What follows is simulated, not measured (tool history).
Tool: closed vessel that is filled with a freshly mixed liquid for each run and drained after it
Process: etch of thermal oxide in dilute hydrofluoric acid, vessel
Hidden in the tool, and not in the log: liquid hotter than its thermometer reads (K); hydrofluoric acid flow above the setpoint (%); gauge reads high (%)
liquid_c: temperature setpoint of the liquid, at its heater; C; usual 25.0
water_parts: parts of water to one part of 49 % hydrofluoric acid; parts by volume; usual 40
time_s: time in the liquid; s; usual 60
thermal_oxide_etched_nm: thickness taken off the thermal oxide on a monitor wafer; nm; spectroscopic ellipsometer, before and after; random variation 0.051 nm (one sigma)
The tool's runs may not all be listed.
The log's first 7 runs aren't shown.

| run | hour | liquid_c | water_parts | time_s | wafers since the last listed run | hours since the thermometer was replaced | hours since the hydrofluoric acid flow meter was replaced | hours since the gauge calibration | read-back film thickness of the thermal oxide reference wafer, read on the same gauge (nm) | thermal_oxide_etched_nm |
|---|---|---|---|---|---|---|---|---|---|---|
| 8 | 486.8 | 25.0 | 40 | 60 | 4460 | 2690.1 | 1557.0 | 85.2 | 50.02 | 9.04 |
| 9 | 523.0 | 23.5 | 40 | 60 | 2714 | 2726.3 | 1593.2 | 121.4 | 50.03 | 8.61 |
|  | 557.4 | hydrofluoric acid flow meter replaced |
|  | 623.1 | thermometer replaced |
| 10 | 629.8 | 23.5 | 40 | 60 | 7857 | 6.7 | 72.4 | 228.2 | 50.00 | 8.17 |
| 11 | 669.4 | 23.5 | 40 | 60 | 2968 | 46.3 | 112.0 | 267.8 | 50.03 | 8.12 |
| 12 | 756.2 | 25.0 | 40 | 60 | 6507 | 133.1 | 198.8 | 354.6 | 50.01 | 8.86 |
| 13 | 796.2 | 25.0 | 40 | 60 | 2998 | 173.1 | 238.8 | 394.6 | 49.96 | 8.80 |
| 14 | 896.7 | 25.0 | 40 | 60 | 7534 | 273.6 | 339.3 | 495.1 | 50.01 | 8.76 |
| 15 | 938.1 | 25.0 | 55 | 90 | 3103 | 315.0 | 380.7 | 536.5 | 49.99 | 9.35 |
| 16 | 1033.7 | 29.5 | 40 | 30 | 7167 | 410.6 | 476.3 | 632.1 | 49.99 | 5.27 |
| 17 | 1114.9 | 25.0 | 40 | 50 | 6087 | 491.8 | 557.5 | 713.3 | 50.00 | 7.35 |
| 18 | 1222.7 | 28.5 | 40 | 35 | 8082 | 599.6 | 665.3 | 821.1 | 50.02 | 5.94 |
| 19 | 1274.0 | 22.5 | 20 | 85 | 3846 | 650.9 | 716.6 | 872.4 | 49.99 | 23.35 |
| 20 | 1328.0 | 25.0 | 40 | 60 | 4048 | 704.9 | 770.6 | 926.4 | 50.01 | 8.85 |
| 21 | 1367.0 | 22.0 | 55 | 70 | 2923 | 743.9 | 809.6 | 965.4 | 50.01 | 6.54 |
| 22 | 1444.9 | 25.0 | 25 | 60 | 5840 | 821.8 | 887.5 | 1043.3 | 49.99 | 14.54 |
| 23 | 1505.2 | 20.5 | 40 | 80 | 4520 | 882.1 | 947.8 | 1103.6 | 50.01 | 9.73 |
| 24 | 1555.7 | 25.0 | 40 | 60 | 3786 | 932.6 | 998.3 | 1154.1 | 49.99 | 8.81 |
| 25 | 1596.2 | 25.0 | 40 | 45 | 3036 | 973.1 | 1038.8 | 1194.6 | 49.98 | 6.64 |
| 26 | 1640.1 | 25.0 | 40 | 60 | 3291 | 1017.0 | 1082.7 | 1238.5 | 50.03 | 8.89 |
| 27 | 1691.5 | 25.0 | 40 | 35 | 3853 | 1068.4 | 1134.1 | 1289.9 | 49.99 | 5.20 |
| 28 | 1742.2 | 27.5 | 60 | 35 | 3801 | 1119.1 | 1184.8 | 1340.6 | 49.99 | 3.76 |
| 29 | 1778.8 | 25.0 | 40 | 60 | 2744 | 1155.7 | 1221.4 | 1377.2 | 50.04 | 8.91 |

Forecast run 30:
| 30 | 1849.0 | 27.0 | 20 | 80 | 5263 | 1225.9 | 1291.6 | 1447.4 | ? | ? |

read-back film thickness of the thermal oxide reference wafer, read on the same gauge (nm): 49.99
thermal_oxide_etched_nm: 26.37 nm
Without the tool's hidden state the same run would have given thermal_oxide_etched_nm 25.89 nm.
